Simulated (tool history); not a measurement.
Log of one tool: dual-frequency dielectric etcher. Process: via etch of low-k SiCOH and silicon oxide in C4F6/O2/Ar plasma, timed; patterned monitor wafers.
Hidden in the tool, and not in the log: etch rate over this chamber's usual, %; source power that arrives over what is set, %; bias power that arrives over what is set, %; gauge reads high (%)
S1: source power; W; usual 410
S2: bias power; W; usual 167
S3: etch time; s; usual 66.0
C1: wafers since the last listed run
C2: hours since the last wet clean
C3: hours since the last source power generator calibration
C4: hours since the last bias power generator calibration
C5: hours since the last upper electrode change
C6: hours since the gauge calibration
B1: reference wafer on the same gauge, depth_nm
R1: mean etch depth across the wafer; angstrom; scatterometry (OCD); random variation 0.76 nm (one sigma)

| run | day | S1 | S2 | S3 | C1 | C2 | C3 | C4 | C5 | C6 | B1 | R1 |
|---|---|---|---|---|---|---|---|---|---|---|---|---|
| 1 | 0.000 | 410 | 167 | 66.0 | 0 | 170.6 | 2656.2 | 2714.2 | 2851.8 | 1809.8 | 134.1 | 1640 |
| 2 | 1.850 | 410 | 167 | 66.0 | 604 | 215.0 | 2700.6 | 2758.6 | 2896.2 | 1854.2 | 134.0 | 1626 |
|  | 9.829 | wet clean of the chamber |
| 3 | 12.096 | 410 | 167 | 66.0 | 3021 | 54.4 | 2946.5 | 3004.5 | 3142.1 | 2100.1 | 134.0 | 1626 |
| 4 | 13.971 | 410 | 150 | 55.0 | 612 | 99.4 | 2991.5 | 3049.5 | 3187.1 | 2145.1 | 134.1 | 1311 |
| 5 | 15.475 | 410 | 150 | 55.0 | 491 | 135.5 | 3027.6 | 3085.6 | 3223.2 | 2181.2 | 134.1 | 1307 |
| 6 | 18.242 | 410 | 167 | 66.0 | 904 | 201.9 | 3094.0 | 3152.0 | 3289.6 | 2247.6 | 134.1 | 1634 |
| 7 | 20.008 | 430 | 167 | 66.0 | 577 | 244.3 | 3136.4 | 3194.4 | 3332.0 | 2290.0 | 133.8 | 1646 |
| 8 | 22.333 | 430 | 167 | 66.0 | 759 | 300.1 | 3192.2 | 3250.2 | 3387.8 | 2345.8 | 134.0 | 1643 |
|  | 26.746 | upper electrode replaced |
| 9 | 26.767 | 430 | 167 | 66.0 | 1122 | 406.5 | 3298.6 | 3356.6 | 0.5 | 2452.2 | 134.0 | 1631 |
|  | 30.000 | wet clean of the chamber |
| 10 | 36.146 | 410 | 167 | 66.0 | 2738 | 147.5 | 3523.7 | 3581.7 | 225.6 | 2677.3 | 134.0 | 1636 |
| 11 | 39.229 | 410 | 167 | 66.0 | 1007 | 221.5 | 3597.7 | 3655.7 | 299.6 | 2751.3 | 133.9 | 1637 |
|  | 40.996 | bias power generator calibrated |
|  | 41.621 | source power generator calibrated |
| 12 | 41.979 | 410 | 167 | 66.0 | 789 | 287.5 | 8.6 | 23.6 | 365.6 | 2817.3 | 133.8 | 1634 |
|  | 43.954 | gauge calibrated |
| 13 | 44.529 | 410 | 167 | 66.0 | 833 | 348.7 | 69.8 | 84.8 | 426.8 | 13.8 | 134.0 | 1619 |
| 14 | 46.638 | 460 | 167 | 55.0 | 689 | 399.3 | 120.4 | 135.4 | 477.4 | 64.4 | 134.1 | 1405 |
|  | 49.450 | wet clean of the chamber |
| 15 | 52.262 | 410 | 167 | 66.0 | 1511 | 67.5 | 255.4 | 270.4 | 612.4 | 199.4 | 134.0 | 1639 |
| 16 | 54.112 | 500 | 192 | 85.0 | 604 | 111.9 | 299.8 | 314.8 | 656.8 | 243.8 | 133.9 | 2370 |
| 17 | 56.696 | 410 | 167 | 66.0 | 844 | 173.9 | 361.8 | 376.8 | 718.8 | 305.8 | 133.9 | 1634 |
| 18 | 63.283 | 410 | 167 | 48.0 | 2152 | 332.0 | 519.9 | 534.9 | 876.9 | 463.9 | 133.9 | 1167 |
| 19 | 64.975 | 490 | 167 | 78.0 | 552 | 372.6 | 560.5 | 575.5 | 917.5 | 504.5 | 133.9 | 2047 |
|  | 67.221 | wet clean of the chamber |
| 20 | 67.783 | 340 | 167 | 66.0 | 591 | 13.5 | 627.9 | 642.9 | 984.9 | 571.9 | 134.0 | 1538 |
| 21 | 70.058 | 410 | 167 | 80.5 | 743 | 68.1 | 682.5 | 697.5 | 1039.5 | 626.5 | 133.9 | 1992 |
| 22 | 73.679 | 480 | 134 | 66.0 | 1183 | 155.0 | 769.4 | 784.4 | 1126.4 | 713.4 | 133.9 | 1598 |
| 23 | 77.025 | 410 | 167 | 66.0 | 1093 | 235.3 | 849.7 | 864.7 | 1206.7 | 793.7 | 134.0 | 1627 |
| 24 | 80.425 | 410 | 167 | 66.0 | 1111 | 316.9 | 931.3 | 946.3 | 1288.3 | 875.3 | 134.0 | 1602 |
| 25 | 82.608 | 410 | 167 | 66.0 | 713 | 369.3 | 983.7 | 998.7 | 1340.7 | 927.7 | 133.9 | 1612 |
| 26 | 85.779 | 410 | 167 | 66.0 | 1036 | 445.4 | 1059.8 | 1074.8 | 1416.8 | 1003.8 | 133.9 | 1619 |
|  | 88.429 | wet clean of the chamber |
| 27 | 88.450 | 360 | 191 | 74.0 | 546 | 0.5 | 1123.9 | 1138.9 | 1480.9 | 1067.9 | 134.1 | 1853 |
| 28 | 90.471 | 460 | 202 | 84.5 | 660 | 49.0 | 1172.4 | 1187.4 | 1529.4 | 1116.4 | 134.0 | 2358 |

Forecast each of these 5 alternatives for the next run:
| A | 90.488 | 410 | 167 | 75.0 | 5 | 49.4 | 1172.8 | 1187.8 | 1529.8 | 1116.8 | ? | ? |
| B | 90.488 | 410 | 203 | 66.0 | 5 | 49.4 | 1172.8 | 1187.8 | 1529.8 | 1116.8 | ? | ? |
| C | 90.488 | 380 | 167 | 57.5 | 5 | 49.4 | 1172.8 | 1187.8 | 1529.8 | 1116.8 | ? | ? |
| D | 90.488 | 410 | 133 | 84.0 | 5 | 49.4 | 1172.8 | 1187.8 | 1529.8 | 1116.8 | ? | ? |
| E | 90.488 | 410 | 167 | 77.5 | 5 | 49.4 | 1172.8 | 1187.8 | 1529.8 | 1116.8 | ? | ? |

| run | B1 | R1 |
|---|---|---|
| A | 133.9 | 1870 |
| B | 133.9 | 1769 |
| C | 133.9 | 1396 |
| D | 133.9 | 1926 |
| E | 133.9 | 1932 |
Without the tool's hidden state the same runs would have given:
| run | R1 |
|---|---|
| A | 1870 |
| B | 1770 |
| C | 1396 |
| D | 1927 |
| E | 1932 |
